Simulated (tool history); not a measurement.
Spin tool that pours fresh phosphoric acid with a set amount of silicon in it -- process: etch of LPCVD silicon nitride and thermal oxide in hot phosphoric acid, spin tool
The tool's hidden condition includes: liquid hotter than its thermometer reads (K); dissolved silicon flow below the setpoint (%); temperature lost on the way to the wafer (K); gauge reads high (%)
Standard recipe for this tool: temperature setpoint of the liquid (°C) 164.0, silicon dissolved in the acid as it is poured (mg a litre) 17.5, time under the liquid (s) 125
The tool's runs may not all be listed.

run     day  temperature setpoint of the liquid (°C)  silicon dissolved in the acid as it is poured (mg a litre)  time under the liquid (s)  wafers since the last listed run  hours since the thermometer was replaced  hours since the dissolved silicon flow meter was replaced  hours since the heated supply line was repaired  hours since the gauge calibration  read-back film thickness of the LPCVD silicon nitride reference wafer, read on the same gauge (nm)  read-back film thickness of the thermal oxide reference wafer, read on the same gauge (nm)  thickness taken off the LPCVD silicon nitride on a monitor wafer (nm)  thickness taken off the thermal oxide on a monitor wafer (nm)
  1   0.000                                    164.0                                                        17.5                        125                                 0                                    1550.7                                                      335.3                                           2840.1                              292.9                                                                                               69.98                                                                                      99.989                                                                  12.53                                                          0.294
  2   1.592                                    164.0                                                        24.0                        125                               299                                    1588.9                                                      373.5                                           2878.3                              331.1                                                                                               70.00                                                                                     100.002                                                                  12.43                                                          0.232
  3   9.783                                    164.0                                                        24.0                        125                              1541                                    1785.5                                                      570.1                                           3074.9                              527.7                                                                                               70.03                                                                                      99.988                                                                  12.42                                                          0.217
  4  11.238                                    164.0                                                        17.5                        125                               273                                    1820.4                                                      605.0                                           3109.8                              562.6                                                                                               70.01                                                                                     100.012                                                                  12.35                                                          0.287
     13.821  -- dissolved silicon flow meter replaced
  5  14.017                                    164.0                                                        17.5                        125                               514                                    1887.1                                                        4.7                                           3176.5                              629.3                                                                                               70.00                                                                                      99.999                                                                  12.38                                                          0.247
  6  16.067                                    164.0                                                        10.0                        125                               385                                    1936.3                                                       53.9                                           3225.7                              678.5                                                                                               69.98                                                                                     100.008                                                                  12.50                                                          0.300
  7  17.767                                    164.0                                                        10.0                        125                               319                                    1977.1                                                       94.7                                           3266.5                              719.3                                                                                               70.00                                                                                     100.000                                                                  12.53                                                          0.288
  8  19.079                                    164.0                                                        10.0                        125                               246                                    2008.6                                                      126.2                                           3298.0                              750.8                                                                                               69.99                                                                                      99.996                                                                  12.53                                                          0.318
  9  20.833                                    163.0                                                        27.5                        125                               329                                    2050.7                                                      168.3                                           3340.1                              792.9                                                                                               69.97                                                                                     100.027                                                                  12.13                                                          0.171
     21.138  -- heated supply line repaired
 10  22.229                                    163.0                                                        10.0                         90                               254                                    2084.2                                                      201.8                                             26.2                              826.4                                                                                               69.98                                                                                      99.999                                                                  10.01                                                          0.263
 11  24.004                                    164.0                                                        17.5                        150                               333                                    2126.8                                                      244.4                                             68.8                              869.0                                                                                               69.98                                                                                     100.010                                                                  17.41                                                          0.432
 12  26.929                                    166.5                                                        25.5                        125                               550                                    2197.0                                                      314.6                                            139.0                              939.2                                                                                               70.02                                                                                     100.003                                                                  15.77                                                          0.315
     26.962  -- gauge calibrated
 13  28.838                                    164.0                                                        17.5                        180                               358                                    2242.8                                                      360.4                                            184.8                               45.0                                                                                               70.02                                                                                     100.004                                                                  20.65                                                          0.550
     29.117  -- thermometer replaced
 14  31.621                                    164.0                                                        17.5                        125                               515                                      60.1                                                      427.2                                            251.6                              111.8                                                                                               70.00                                                                                     100.006                                                                  13.39                                                          0.262
 15  34.008                                    164.0                                                        17.5                        125                               449                                     117.4                                                      484.5                                            308.9                              169.1                                                                                               69.99                                                                                      99.997                                                                  13.28                                                          0.333
 16  35.729                                    162.5                                                        24.5                         80                               323                                     158.7                                                      525.8                                            350.2                              210.4                                                                                               69.98                                                                                     100.003                                                                   8.06                                                          0.132
 17  37.088                                    161.0                                                         9.0                        125                               255                                     191.3                                                      558.4                                            382.8                              243.0                                                                                               69.99                                                                                      99.992                                                                  12.01                                                          0.306
 18  39.033                                    166.0                                                        28.0                        125                               366                                     238.0                                                      605.1                                            429.5                              289.7                                                                                               69.98                                                                                      99.990                                                                  14.17                                                          0.267

Subtracting, for every run, the result it would have given without the tool's unlogged condition from the measured result gives the following. The same run-to-run variation enters both numbers; the gauge's scatter may not:
run  thickness taken off the LPCVD silicon nitride on a monitor wafer (nm)  thickness taken off the thermal oxide on a monitor wafer (nm)
  1                                                                  -0.90                                                         -0.048
  2                                                                  -0.90                                                         -0.038
  3                                                                  -0.90                                                         -0.036
  4                                                                  -0.91                                                         -0.049
  5                                                                  -0.91                                                         -0.042
  6                                                                  -0.93                                                         -0.051
  7                                                                  -0.93                                                         -0.049
  8                                                                  -0.94                                                         -0.054
  9                                                                  -0.92                                                         -0.030
 10                                                                  +0.75                                                         +0.042
 11                                                                  +1.30                                                         +0.068
 12                                                                  +1.16                                                         +0.049
 13                                                                  +1.53                                                         +0.086
 14                                                                  -0.11                                                         -0.005
 15                                                                  -0.12                                                         -0.007
 16                                                                  -0.08                                                         -0.003
 17                                                                  -0.12                                                         -0.006
 18                                                                  -0.14                                                         -0.006
